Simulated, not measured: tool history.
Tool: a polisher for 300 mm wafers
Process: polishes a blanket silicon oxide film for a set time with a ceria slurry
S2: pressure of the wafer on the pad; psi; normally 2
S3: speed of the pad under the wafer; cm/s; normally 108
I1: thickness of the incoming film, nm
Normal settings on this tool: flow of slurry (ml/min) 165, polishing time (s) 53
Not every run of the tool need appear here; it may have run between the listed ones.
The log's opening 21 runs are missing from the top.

Run 22, day 10.754: usual settings but S3 90 cm/s; I1 840.2. Result: film removed (nm) 129.9.
Run 23, day 11.204: usual settings; I1 840.8. Result: film removed (nm) 146.
Run 24, day 11.783: usual settings but S2 1.8 psi; I1 834.9. Result: film removed (nm) 133.
Run 25, day 12.05: usual settings but flow of slurry (ml/min) 115, S2 1.8 psi, S3 138 cm/s, polishing time (s) 34; I1 839.2. Result: film removed (nm) 92.9.
Run 26, day 12.446: usual settings but polishing time (s) 36; I1 826.5. Result: film removed (nm) 98.2.
Run 27, day 13.3: usual settings; I1 829. Result: film removed (nm) 142.5.
Run 28, day 14.029: usual settings; I1 839.6. Result: film removed (nm) 143.2.
At day 15.262: worn pad replaced by a new one.
Run 29, day 15.533: usual settings; I1 854. Result: film removed (nm) 147.5.
Run 30, day 16.05: usual settings but S2 2.4 psi, S3 80 cm/s, polishing time (s) 69; I1 845.5. Result: film removed (nm) 189.8.

Run 31 has not been measured yet. What should we expect?
Run 31, day 16.571: usual settings but S2 1.8 psi, S3 86 cm/s, polishing time (s) 68; I1 838.3. Result: film removed (nm) ?.

Run 31 gave film removed (nm) 143.8.
With the hidden condition absent and the run-to-run variation left alone, this run would have shown film removed (nm) 144.6.
